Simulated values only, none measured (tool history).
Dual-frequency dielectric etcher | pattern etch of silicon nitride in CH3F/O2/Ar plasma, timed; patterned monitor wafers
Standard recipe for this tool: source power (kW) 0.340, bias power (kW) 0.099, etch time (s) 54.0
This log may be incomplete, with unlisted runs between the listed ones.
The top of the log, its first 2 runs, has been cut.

| run | hour | source power (kW) | bias power (kW) | etch time (s) | wafers since the last listed run | hours since the last wet clean | hours since the last source power generator calibration | hours since the last bias power generator calibration | hours since the last upper electrode change | hours since the gauge calibration | read-back reference wafer on the same gauge, depth_nm | mean etch depth across the wafer (nm) |
|---|---|---|---|---|---|---|---|---|---|---|---|---|
| 3 | 44.2 | 0.340 | 0.099 | 54.0 | 162 | 380.1 | 3262.0 | 4650.9 | 2451.9 | 400.2 | 42.39 | 37.46 |
| 4 | 61.8 | 0.340 | 0.099 | 54.0 | 157 | 397.7 | 3279.6 | 4668.5 | 2469.5 | 417.8 | 42.42 | 37.44 |
|  | 87.7 | wet clean of the chamber |
| 5 | 89.5 | 0.340 | 0.099 | 54.0 | 33 | 1.8 | 3307.3 | 4696.2 | 2497.2 | 445.5 | 42.42 | 36.53 |
| 6 | 123.2 | 0.340 | 0.099 | 54.0 | 301 | 35.5 | 3341.0 | 4729.9 | 2530.9 | 479.2 | 42.46 | 36.51 |
| 7 | 158.4 | 0.370 | 0.099 | 54.0 | 315 | 70.7 | 3376.2 | 4765.1 | 2566.1 | 514.4 | 42.43 | 37.56 |
| 8 | 187.8 | 0.320 | 0.099 | 54.0 | 263 | 100.1 | 3405.6 | 4794.5 | 2595.5 | 543.8 | 42.40 | 36.00 |
|  | 215.2 | upper electrode replaced |
| 9 | 218.5 | 0.320 | 0.099 | 54.0 | 59 | 130.8 | 3436.3 | 4825.2 | 3.3 | 574.5 | 42.41 | 35.98 |
|  | 228.5 | source power generator calibrated |
| 10 | 244.3 | 0.390 | 0.115 | 54.0 | 195 | 156.6 | 15.8 | 4851.0 | 29.1 | 600.3 | 42.38 | 41.59 |
| 11 | 257.3 | 0.390 | 0.115 | 54.0 | 116 | 169.6 | 28.8 | 4864.0 | 42.1 | 613.3 | 42.42 | 41.69 |
|  | 280.3 | bias power generator calibrated |
| 12 | 292.6 | 0.390 | 0.115 | 54.0 | 280 | 204.9 | 64.1 | 12.3 | 77.4 | 648.6 | 42.45 | 41.71 |
| 13 | 311.1 | 0.340 | 0.099 | 54.0 | 165 | 223.4 | 82.6 | 30.8 | 95.9 | 667.1 | 42.41 | 36.69 |
| 14 | 341.9 | 0.300 | 0.099 | 48.0 | 275 | 254.2 | 113.4 | 61.6 | 126.7 | 697.9 | 42.34 | 31.84 |
| 15 | 367.2 | 0.340 | 0.099 | 42.0 | 226 | 279.5 | 138.7 | 86.9 | 152.0 | 723.2 | 42.40 | 28.63 |
| 16 | 392.3 | 0.340 | 0.099 | 39.5 | 224 | 304.6 | 163.8 | 112.0 | 177.1 | 748.3 | 42.37 | 27.12 |
|  | 393.1 | gauge calibrated |
| 17 | 427.1 | 0.260 | 0.099 | 54.0 | 311 | 339.4 | 198.6 | 146.8 | 211.9 | 34.0 | 42.41 | 34.17 |
| 18 | 455.9 | 0.390 | 0.121 | 54.0 | 257 | 368.2 | 227.4 | 175.6 | 240.7 | 62.8 | 42.38 | 43.19 |

Expected results for the next run?
| 19 | 469.3 | 0.340 | 0.099 | 54.0 | 119 | 381.6 | 240.8 | 189.0 | 254.1 | 76.2 | ? | ? |

Run 19 came out at read-back reference wafer on the same gauge, depth_nm 42.42, mean etch depth across the wafer (nm) 36.89.
Had the tool carried no hidden state, the very same run would have given mean etch depth across the wafer (nm) 36.24.
